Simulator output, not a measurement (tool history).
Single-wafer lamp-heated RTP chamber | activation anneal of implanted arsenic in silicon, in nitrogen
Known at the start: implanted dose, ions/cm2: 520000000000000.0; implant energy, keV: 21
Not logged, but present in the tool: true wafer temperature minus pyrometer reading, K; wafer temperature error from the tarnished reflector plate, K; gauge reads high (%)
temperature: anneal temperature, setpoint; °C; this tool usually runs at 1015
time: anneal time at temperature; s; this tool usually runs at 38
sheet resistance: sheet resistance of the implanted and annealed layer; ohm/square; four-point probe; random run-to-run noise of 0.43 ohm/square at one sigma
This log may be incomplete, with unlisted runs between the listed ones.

run    hour  temperature  time  wafers since the last listed run  wafers since the last pyrometer calibration  wafers since the reflector plate was cleaned  hours since the gauge calibration  read-back reference wafer on the same gauge, sheet resistance  sheet resistance
  1     0.0         1015    38                                 0                                         1377                                          4221                              903.3                                                         225.84            194.70
  2   107.6         1015    38                              1796                                         3174                                          6018                             1010.9                                                         226.01            194.27
  3   181.0         1015    38                              1225                                         4399                                          7244                             1084.3                                                         225.83            193.51
      271.6  -- pyrometer window cleaned and pyrometer calibrated
      308.8  -- reflector plate cleaned
  4   309.3         1015    38                              1875                                          495                                             8                             1212.6                                                         226.05            195.49
  5   381.5         1015    38                              1205                                         1701                                          1214                             1284.8                                                         226.07            195.15
  6   418.9         1015    38                               624                                         2326                                          1839                             1322.2                                                         225.90            194.97
  7   459.8         1015    38                               683                                         3009                                          2522                             1363.1                                                         226.01            194.18
  8   513.3         1025    38                               893                                         3902                                          3415                             1416.6                                                         226.13            192.82
  9   570.1         1015    51                               948                                         4851                                          4364                             1473.4                                                         225.90            192.61
      635.7  -- pyrometer window cleaned and pyrometer calibrated
 10   636.2         1015    51                               970                                            8                                          5334                             1539.5                                                         225.80            192.60
 11   734.4          993    17                              1639                                         1648                                          6974                             1637.7                                                         226.13            201.71
 12   841.6          988    51                              1790                                         3438                                          8764                             1744.9                                                         225.88            195.56
      863.7  -- reflector plate cleaned
 13  1002.9         1005    38                              2560                                         5998                                          2325                             1906.2                                                         226.00            197.02
 14  1050.0         1015    38                               786                                         6785                                          3111                             1953.3                                                         225.75            194.53
     1067.8  -- pyrometer window cleaned and pyrometer calibrated
 15  1087.8         1015    38                               497                                          333                                          3609                             1991.1                                                         225.85            194.45
     1337.6  -- reflector plate cleaned
 16  1374.6         1035    45                              4655                                         4989                                           618                             2277.9                                                         225.99            189.76
     1414.1  -- pyrometer window cleaned and pyrometer calibrated
 17  1414.6         1000    56                               534                                            8                                          1152                             2317.9                                                         226.03            194.45
     1480.8  -- gauge calibrated
 18  1725.1         1001    59                              5185                                         5193                                          6338                              244.3                                                         225.72            193.00
 19  1770.9         1036    48                               764                                         5958                                          7102                              290.1                                                         225.83            187.53
     1814.9  -- reflector plate cleaned
     1826.0  -- pyrometer window cleaned and pyrometer calibrated
 20  1826.5          987    58                               661                                            8                                            60                              345.7                                                         226.20            195.81
 21  1900.9         1015    38                              1242                                         1250                                          1303                              420.1                                                         226.31            195.29

Consider 5 possible next runs. They are alternatives, not a sequence: every one starts from the tool as it was left by run 21. What does each give?
  A  1901.3         1015    38                                 6                                         1257                                          1309                              420.5                                                              ?                 ?
  B  1901.3         1025    23                                 6                                         1257                                          1309                              420.5                                                              ?                 ?
  C  1901.3          991    55                                 6                                         1257                                          1309                              420.5                                                              ?                 ?
  D  1901.3         1040    29                                 6                                         1257                                          1309                              420.5                                                              ?                 ?
  E  1901.3         1038    59                                 6                                         1257                                          1309                              420.5                                                              ?                 ?

run  read-back reference wafer on the same gauge, sheet resistance  sheet resistance
  A                                                         226.16            194.76
  B                                                         226.16            196.67
  C                                                         226.16            196.21
  D                                                         226.16            192.27
  E                                                         226.16            186.44
The same runs, with their run-to-run variation unchanged, on a tool lacking any hidden condition would have given:
run  sheet resistance
  A            195.14
  B            197.03
  C            196.58
  D            192.69
  E            186.93
